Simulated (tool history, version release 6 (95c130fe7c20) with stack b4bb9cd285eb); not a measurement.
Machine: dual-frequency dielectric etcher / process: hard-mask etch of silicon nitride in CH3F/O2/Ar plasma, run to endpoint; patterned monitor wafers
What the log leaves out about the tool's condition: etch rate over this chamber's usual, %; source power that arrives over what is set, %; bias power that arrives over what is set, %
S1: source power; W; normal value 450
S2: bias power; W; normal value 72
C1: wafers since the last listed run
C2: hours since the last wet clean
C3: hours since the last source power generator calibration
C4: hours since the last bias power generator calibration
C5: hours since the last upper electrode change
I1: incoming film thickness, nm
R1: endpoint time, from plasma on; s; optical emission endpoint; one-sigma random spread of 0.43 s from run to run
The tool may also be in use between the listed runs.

{"run": 1, "hour": 0.0, "S1": 490, "S2": 72, "C1": 0, "C2": 109.3, "C3": 1453, "C4": 1734.1, "C5": 2303.7, "I1": 39.72, "R1": 48.3}
{"run": 2, "hour": 67.0, "S1": 490, "S2": 72, "C1": 824, "C2": 176.3, "C3": 1520, "C4": 1801.1, "C5": 2370.7, "I1": 40.03, "R1": 48.2}
{"run": 3, "hour": 103.7, "S1": 490, "S2": 72, "C1": 451, "C2": 213, "C3": 1556.7, "C4": 1837.8, "C5": 2407.4, "I1": 39.88, "R1": 47.3}
{"run": 4, "hour": 129.9, "S1": 450, "S2": 72, "C1": 322, "C2": 239.2, "C3": 1582.9, "C4": 1864, "C5": 2433.6, "I1": 39.91, "R1": 49.2}
{"run": 5, "hour": 191.6, "S1": 400, "S2": 60, "C1": 759, "C2": 300.9, "C3": 1644.6, "C4": 1925.7, "C5": 2495.3, "I1": 40.1, "R1": 55.8}
{"run": 6, "hour": 268.0, "S1": 400, "S2": 60, "C1": 940, "C2": 377.3, "C3": 1721, "C4": 2002.1, "C5": 2571.7, "I1": 40.22, "R1": 55.2}
{"hour": 304.2, "done": "wet clean of the chamber"}
{"run": 7, "hour": 304.7, "S1": 490, "S2": 61, "C1": 156, "C2": 0.5, "C3": 1757.7, "C4": 2038.8, "C5": 2608.4, "I1": 40.22, "R1": 48.9}
{"run": 8, "hour": 339.2, "S1": 450, "S2": 72, "C1": 424, "C2": 35, "C3": 1792.2, "C4": 2073.3, "C5": 2642.9, "I1": 40.02, "R1": 48}
{"run": 9, "hour": 401.9, "S1": 450, "S2": 72, "C1": 771, "C2": 97.7, "C3": 1854.9, "C4": 2136, "C5": 2705.6, "I1": 39.33, "R1": 46.9}
{"run": 10, "hour": 439.1, "S1": 450, "S2": 72, "C1": 457, "C2": 134.9, "C3": 1892.1, "C4": 2173.2, "C5": 2742.8, "I1": 39.85, "R1": 48}
{"hour": 467.9, "done": "wet clean of the chamber, repeated, since the last time left the tool worse"}
{"hour": 468.3, "done": "upper electrode replaced"}
{"run": 11, "hour": 500.4, "S1": 450, "S2": 72, "C1": 454, "C2": 32.5, "C3": 1953.4, "C4": 2234.5, "C5": 32.1, "I1": 39.92, "R1": 50.1}
{"run": 12, "hour": 543.4, "S1": 450, "S2": 72, "C1": 529, "C2": 75.5, "C3": 1996.4, "C4": 2277.5, "C5": 75.1, "I1": 39.69, "R1": 50.4}
{"run": 13, "hour": 572.5, "S1": 450, "S2": 72, "C1": 358, "C2": 104.6, "C3": 2025.5, "C4": 2306.6, "C5": 104.2, "I1": 39.54, "R1": 50.2}
{"run": 14, "hour": 597.7, "S1": 380, "S2": 56, "C1": 310, "C2": 129.8, "C3": 2050.7, "C4": 2331.8, "C5": 129.4, "I1": 40.12, "R1": 60.4}
{"run": 15, "hour": 637.9, "S1": 520, "S2": 89, "C1": 494, "C2": 170, "C3": 2090.9, "C4": 2372, "C5": 169.6, "I1": 40.04, "R1": 43.9}
{"run": 16, "hour": 672.4, "S1": 450, "S2": 72, "C1": 424, "C2": 204.5, "C3": 2125.4, "C4": 2406.5, "C5": 204.1, "I1": 40.45, "R1": 50.7}
{"run": 17, "hour": 705.5, "S1": 450, "S2": 72, "C1": 407, "C2": 237.6, "C3": 2158.5, "C4": 2439.6, "C5": 237.2, "I1": 39.83, "R1": 49.8}
{"hour": 747.3, "done": "source power generator calibrated"}
{"run": 18, "hour": 774.0, "S1": 500, "S2": 83, "C1": 793, "C2": 306.1, "C3": 26.7, "C4": 2508.1, "C5": 305.7, "I1": 39.31, "R1": 43.9}
{"hour": 811.2, "done": "wet clean of the chamber"}
{"hour": 825.0, "done": "bias power generator calibrated"}
{"run": 19, "hour": 835.0, "S1": 420, "S2": 84, "C1": 406, "C2": 23.8, "C3": 87.7, "C4": 10, "C5": 366.7, "I1": 39.64, "R1": 50.2}
{"run": 20, "hour": 906.8, "S1": 420, "S2": 84, "C1": 883, "C2": 95.6, "C3": 159.5, "C4": 81.8, "C5": 438.5, "I1": 39.59, "R1": 48.8}
{"run": 21, "hour": 976.6, "S1": 450, "S2": 72, "C1": 859, "C2": 165.4, "C3": 229.3, "C4": 151.6, "C5": 508.3, "I1": 39.81, "R1": 49.5}
{"run": 22, "hour": 1030.3, "S1": 350, "S2": 84, "C1": 660, "C2": 219.1, "C3": 283, "C4": 205.3, "C5": 562, "I1": 39.55, "R1": 53.5}
{"run": 23, "hour": 1061.4, "S1": 450, "S2": 78, "C1": 382, "C2": 250.2, "C3": 314.1, "C4": 236.4, "C5": 593.1, "I1": 40.06, "R1": 48.2}
{"run": 24, "hour": 1112.8, "S1": 400, "S2": 60, "C1": 632, "C2": 301.6, "C3": 365.5, "C4": 287.8, "C5": 644.5, "I1": 39.85, "R1": 55.9}
{"run": 25, "hour": 1166.2, "S1": 360, "S2": 90, "C1": 657, "C2": 355, "C3": 418.9, "C4": 341.2, "C5": 697.9, "I1": 40.24, "R1": 51.9}
{"run": 26, "hour": 1208.7, "S1": 520, "S2": 54, "C1": 523, "C2": 397.5, "C3": 461.4, "C4": 383.7, "C5": 740.4, "I1": 39.52, "R1": 50}
{"hour": 1241.1, "done": "wet clean of the chamber"}
{"run": 27, "hour": 1241.6, "S1": 520, "S2": 77, "C1": 109, "C2": 0.5, "C3": 494.3, "C4": 416.6, "C5": 773.3, "I1": 40.02, "R1": 45.9}

3 ways to go on from here, each from the tool as it stands after run 27. What would each give?
{"run": "A", "hour": 1242.0, "S1": 450, "S2": 72, "C1": 4, "C2": 0.9, "C3": 494.7, "C4": 417, "C5": 773.7, "I1": 39.72, "R1": "?"}
{"run": "B", "hour": 1242.0, "S1": 450, "S2": 90, "C1": 4, "C2": 0.9, "C3": 494.7, "C4": 417, "C5": 773.7, "I1": 39.72, "R1": "?"}
{"run": "C", "hour": 1242.0, "S1": 390, "S2": 86, "C1": 4, "C2": 0.9, "C3": 494.7, "C4": 417, "C5": 773.7, "I1": 39.72, "R1": "?"}

run=A R1=51
run=B R1=47.1
run=C R1=51.6
Stripped of hidden state, with their random variation kept, the same runs would have yielded:
run=A R1=51
run=B R1=47.1
run=C R1=51.6
